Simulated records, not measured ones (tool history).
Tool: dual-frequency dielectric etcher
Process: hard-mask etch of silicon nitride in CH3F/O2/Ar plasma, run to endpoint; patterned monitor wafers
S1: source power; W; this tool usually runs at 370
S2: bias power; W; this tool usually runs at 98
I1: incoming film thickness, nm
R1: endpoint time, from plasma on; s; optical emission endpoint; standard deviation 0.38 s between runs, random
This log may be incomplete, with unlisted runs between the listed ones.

{"run": 1, "day": 0.0, "S1": 370, "S2": 98, "I1": 39.76, "R1": 49.9}
{"run": 2, "day": 0.362, "S1": 370, "S2": 98, "I1": 39.46, "R1": 49.6}
{"run": 3, "day": 0.625, "S1": 370, "S2": 98, "I1": 40.12, "R1": 51.2}
{"run": 4, "day": 1.342, "S1": 370, "S2": 98, "I1": 40.27, "R1": 50.2}
{"run": 5, "day": 1.996, "S1": 370, "S2": 98, "I1": 39.97, "R1": 49.5}
{"run": 6, "day": 2.346, "S1": 370, "S2": 98, "I1": 39.78, "R1": 49.6}
{"run": 7, "day": 2.762, "S1": 370, "S2": 98, "I1": 39.68, "R1": 50.2}
{"run": 8, "day": 3.412, "S1": 370, "S2": 98, "I1": 40.31, "R1": 50.1}
{"run": 9, "day": 3.817, "S1": 370, "S2": 98, "I1": 39.78, "R1": 49.1}
{"run": 10, "day": 4.121, "S1": 370, "S2": 98, "I1": 40.05, "R1": 51.0}
{"run": 11, "day": 4.608, "S1": 370, "S2": 98, "I1": 39.75, "R1": 49.6}
{"run": 12, "day": 5.162, "S1": 370, "S2": 98, "I1": 39.57, "R1": 49.4}
{"run": 13, "day": 5.496, "S1": 370, "S2": 98, "I1": 39.83, "R1": 50.2}
{"run": 14, "day": 5.971, "S1": 370, "S2": 98, "I1": 39.55, "R1": 49.8}
{"run": 15, "day": 6.621, "S1": 370, "S2": 98, "I1": 40.07, "R1": 50.4}
{"run": 16, "day": 7.746, "S1": 370, "S2": 98, "I1": 39.72, "R1": 49.8}
{"run": 17, "day": 7.758, "S1": 370, "S2": 98, "I1": 39.86, "R1": 50.5}
{"run": 18, "day": 7.846, "S1": 370, "S2": 98, "I1": 39.7, "R1": 50.0}
{"run": 19, "day": 8.329, "S1": 410, "S2": 77, "I1": 39.64, "R1": 51.4}
{"run": 20, "day": 8.996, "S1": 370, "S2": 86, "I1": 39.86, "R1": 53.1}
{"run": 21, "day": 9.558, "S1": 370, "S2": 121, "I1": 40.26, "R1": 45.9}
{"run": 22, "day": 10.75, "S1": 350, "S2": 98, "I1": 39.57, "R1": 51.2}
{"run": 23, "day": 10.788, "S1": 410, "S2": 121, "I1": 39.81, "R1": 43.6}
{"run": 24, "day": 11.146, "S1": 300, "S2": 79, "I1": 39.63, "R1": 59.8}
{"run": 25, "day": 11.646, "S1": 400, "S2": 117, "I1": 39.61, "R1": 44.6}
{"run": 26, "day": 11.929, "S1": 340, "S2": 111, "I1": 39.72, "R1": 48.5}
{"run": 27, "day": 12.379, "S1": 390, "S2": 84, "I1": 40.13, "R1": 52.0}
{"run": 28, "day": 13.042, "S1": 430, "S2": 75, "I1": 40.04, "R1": 51.7}
{"run": 29, "day": 13.421, "S1": 430, "S2": 75, "I1": 39.84, "R1": 51.5}
{"run": 30, "day": 14.033, "S1": 370, "S2": 91, "I1": 39.65, "R1": 51.5}
{"run": 31, "day": 14.688, "S1": 330, "S2": 117, "I1": 39.79, "R1": 49.0}
{"run": 32, "day": 15.279, "S1": 410, "S2": 83, "I1": 39.79, "R1": 50.3}
{"run": 33, "day": 15.967, "S1": 340, "S2": 122, "I1": 39.99, "R1": 47.6}
{"run": 34, "day": 16.321, "S1": 370, "S2": 98, "I1": 39.76, "R1": 50.1}
{"run": 35, "day": 17.058, "S1": 370, "S2": 98, "I1": 39.9, "R1": 50.4}
{"run": 36, "day": 17.596, "S1": 430, "S2": 98, "I1": 39.91, "R1": 46.8}

Withheld: 4 entries from between the runs. Position of each, and hidden state at the listed run before versus the listed run after:
Between runs 15 and 16: upper electrode replaced (day 7.725)
  nothing in the hidden state changes from one run to the other
Between runs 20 and 21: source power generator calibrated (day 9.242)
  nothing in the hidden state changes from one run to the other
Between runs 21 and 22: bias power generator calibrated (day 10.667); wet clean of the chamber (day 10.729)
  nothing in the hidden state changes from one run to the other

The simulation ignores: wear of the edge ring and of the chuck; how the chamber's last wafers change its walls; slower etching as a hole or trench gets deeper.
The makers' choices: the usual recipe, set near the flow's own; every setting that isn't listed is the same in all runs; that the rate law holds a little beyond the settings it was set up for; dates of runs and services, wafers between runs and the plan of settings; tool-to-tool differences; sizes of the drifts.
